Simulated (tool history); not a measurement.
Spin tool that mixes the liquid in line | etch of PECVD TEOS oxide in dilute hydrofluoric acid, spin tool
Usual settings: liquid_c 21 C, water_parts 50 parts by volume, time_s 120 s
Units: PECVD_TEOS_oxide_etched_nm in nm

run	hour	liquid_c	water_parts	time_s	read-back film thickness of the PECVD TEOS oxide reference wafer, read on the same gauge (nm)	PECVD_TEOS_oxide_etched_nm
1	0	18.5	50	120	30.01	17.24
2	33.6	18.5	50	120	29.99	17.36
3	74.5	18.5	50	120	30.01	17.44
4	108.8	21	50	120	30.01	19.32
5	140.7	21	50	120	30	19.5
6	183.5	21	50	120	29.98	19.41
7	217.3	19	50	120	30	17.91
8	271.1	21	35	120	29.98	28.33
9	302.9	21	35	120	30.01	28.52
10	327	21	50	120	30	19.64
# hour 369.6: gauge calibrated
11	379.1	21	50	120	30	19.62
12	483.5	21	35	120	29.99	28.79
13	507.6	21	50	120	30.02	19.92
14	550.5	25	75	70	30.02	8.86
# hour 557.9: thermometer replaced
15	681.7	19.5	65	155	30	17.83
16	719.3	24.5	45	75	30.02	15.76
# hour 748.3: hydrofluoric acid flow meter replaced
17	770.5	19	50	90	30.01	12.87
18	827.3	21	50	120	30	18.66
19	884.1	22.5	70	90	29.99	10.38
20	939	17	70	120	30.01	11.02
21	1002.1	21	60	185	30.01	24.15

The next listed run, before its measurement:
22	1073.4	25.5	50	120	?	?

read-back film thickness of the PECVD TEOS oxide reference wafer, read on the same gauge (nm): 29.97
PECVD_TEOS_oxide_etched_nm: 22.78 nm
Without the tool's hidden state the same run would have given PECVD_TEOS_oxide_etched_nm 22.06 nm.
